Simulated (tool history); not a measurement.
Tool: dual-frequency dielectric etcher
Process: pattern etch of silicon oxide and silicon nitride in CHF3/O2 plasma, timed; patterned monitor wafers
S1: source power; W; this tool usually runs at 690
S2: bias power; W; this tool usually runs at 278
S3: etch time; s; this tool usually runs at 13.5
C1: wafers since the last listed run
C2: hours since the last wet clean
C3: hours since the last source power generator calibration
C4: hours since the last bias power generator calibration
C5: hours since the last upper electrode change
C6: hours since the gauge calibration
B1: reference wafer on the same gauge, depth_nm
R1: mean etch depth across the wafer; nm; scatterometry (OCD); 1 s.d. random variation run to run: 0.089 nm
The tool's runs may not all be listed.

{"run": 1, "day": 0.0, "S1": 690, "S2": 278, "S3": 13.5, "C1": 0, "C2": 139.0, "C3": 1352.3, "C4": 3801.3, "C5": 5343.5, "C6": 458.4, "B1": 20.11, "R1": 23.13}
{"run": 2, "day": 2.096, "S1": 690, "S2": 238, "S3": 13.5, "C1": 456, "C2": 189.3, "C3": 1402.6, "C4": 3851.6, "C5": 5393.8, "C6": 508.7, "B1": 20.09, "R1": 22.17}
{"run": 3, "day": 3.804, "S1": 690, "S2": 238, "S3": 13.5, "C1": 372, "C2": 230.3, "C3": 1443.6, "C4": 3892.6, "C5": 5434.8, "C6": 549.7, "B1": 20.09, "R1": 22.14}
{"run": 4, "day": 6.417, "S1": 690, "S2": 278, "S3": 13.5, "C1": 568, "C2": 293.0, "C3": 1506.3, "C4": 3955.3, "C5": 5497.5, "C6": 612.4, "B1": 20.09, "R1": 23.22}
{"run": 5, "day": 8.075, "S1": 690, "S2": 278, "S3": 13.5, "C1": 361, "C2": 332.8, "C3": 1546.1, "C4": 3995.1, "C5": 5537.3, "C6": 652.2, "B1": 20.1, "R1": 23.11}
{"run": 6, "day": 12.208, "S1": 690, "S2": 278, "S3": 13.5, "C1": 900, "C2": 432.0, "C3": 1645.3, "C4": 4094.3, "C5": 5636.5, "C6": 751.4, "B1": 20.11, "R1": 23.08}
{"day": 15.0, "done": "upper electrode replaced"}
{"run": 7, "day": 16.008, "S1": 690, "S2": 278, "S3": 13.5, "C1": 609, "C2": 523.2, "C3": 1736.5, "C4": 4185.5, "C5": 24.2, "C6": 842.6, "B1": 20.09, "R1": 23.14}
{"day": 19.225, "done": "wet clean of the chamber"}
{"run": 8, "day": 20.388, "S1": 690, "S2": 278, "S3": 13.5, "C1": 735, "C2": 27.9, "C3": 1841.6, "C4": 4290.6, "C5": 129.3, "C6": 947.7, "B1": 20.11, "R1": 22.93}
{"day": 21.233, "done": "bias power generator calibrated"}
{"run": 9, "day": 24.317, "S1": 730, "S2": 278, "S3": 13.5, "C1": 819, "C2": 122.2, "C3": 1935.9, "C4": 74.0, "C5": 223.6, "C6": 1042.0, "B1": 20.1, "R1": 23.41}
{"run": 10, "day": 28.433, "S1": 770, "S2": 346, "S3": 13.5, "C1": 896, "C2": 221.0, "C3": 2034.7, "C4": 172.8, "C5": 322.4, "C6": 1140.8, "B1": 20.09, "R1": 25.72}
{"run": 11, "day": 30.104, "S1": 690, "S2": 307, "S3": 13.5, "C1": 363, "C2": 261.1, "C3": 2074.8, "C4": 212.9, "C5": 362.5, "C6": 1180.9, "B1": 20.11, "R1": 23.75}
{"day": 31.825, "done": "source power generator calibrated"}
{"day": 32.983, "done": "gauge calibrated"}
{"run": 12, "day": 34.171, "S1": 790, "S2": 298, "S3": 13.5, "C1": 849, "C2": 358.7, "C3": 56.3, "C4": 310.5, "C5": 460.1, "C6": 28.5, "B1": 20.11, "R1": 25.37}
{"run": 13, "day": 35.75, "S1": 570, "S2": 317, "S3": 15.0, "C1": 343, "C2": 396.6, "C3": 94.2, "C4": 348.4, "C5": 498.0, "C6": 66.4, "B1": 20.09, "R1": 25.43}
{"run": 14, "day": 37.625, "S1": 610, "S2": 344, "S3": 17.5, "C1": 408, "C2": 441.6, "C3": 139.2, "C4": 393.4, "C5": 543.0, "C6": 111.4, "B1": 20.11, "R1": 31.08}
{"run": 15, "day": 39.712, "S1": 690, "S2": 233, "S3": 13.5, "C1": 454, "C2": 491.7, "C3": 189.3, "C4": 443.5, "C5": 593.1, "C6": 161.5, "B1": 20.07, "R1": 22.15}
{"day": 42.071, "done": "wet clean of the chamber"}
{"run": 16, "day": 42.292, "S1": 690, "S2": 278, "S3": 13.5, "C1": 343, "C2": 5.3, "C3": 251.2, "C4": 505.4, "C5": 655.0, "C6": 223.4, "B1": 20.09, "R1": 23.59}
{"run": 17, "day": 45.492, "S1": 790, "S2": 242, "S3": 13.5, "C1": 696, "C2": 82.1, "C3": 328.0, "C4": 582.2, "C5": 731.8, "C6": 300.2, "B1": 20.11, "R1": 23.8}
{"run": 18, "day": 47.475, "S1": 690, "S2": 278, "S3": 13.5, "C1": 431, "C2": 129.7, "C3": 375.6, "C4": 629.8, "C5": 779.4, "C6": 347.8, "B1": 20.08, "R1": 23.45}
{"run": 19, "day": 49.65, "S1": 690, "S2": 339, "S3": 13.5, "C1": 473, "C2": 181.9, "C3": 427.8, "C4": 682.0, "C5": 831.6, "C6": 400.0, "B1": 20.09, "R1": 24.96}

Some steps in R1, run to run, broken into two amounts with sign: the step expected even without the hidden condition (settings, incoming material, random variation), and the rest, left for the hidden condition together with whatever gauge scatter is not in both the measured and the hidden-condition-free result:
What the log doesn't record here: etch rate over this chamber's usual, %; source power that arrives over what is set, %; bias power that arrives over what is set, %; gauge reads high (%).
Run 11 -> 12: S1 690 -> 790, S2 307 -> 298, source power generator calibrated, gauge calibrated. R1 +1.62 nm: hidden state +0.72, all else +0.90.
Run 14 -> 15: S1 610 -> 690, S2 344 -> 233, S3 17.5 -> 13.5. R1 -8.93 nm: hidden state -0.01, all else -8.92.
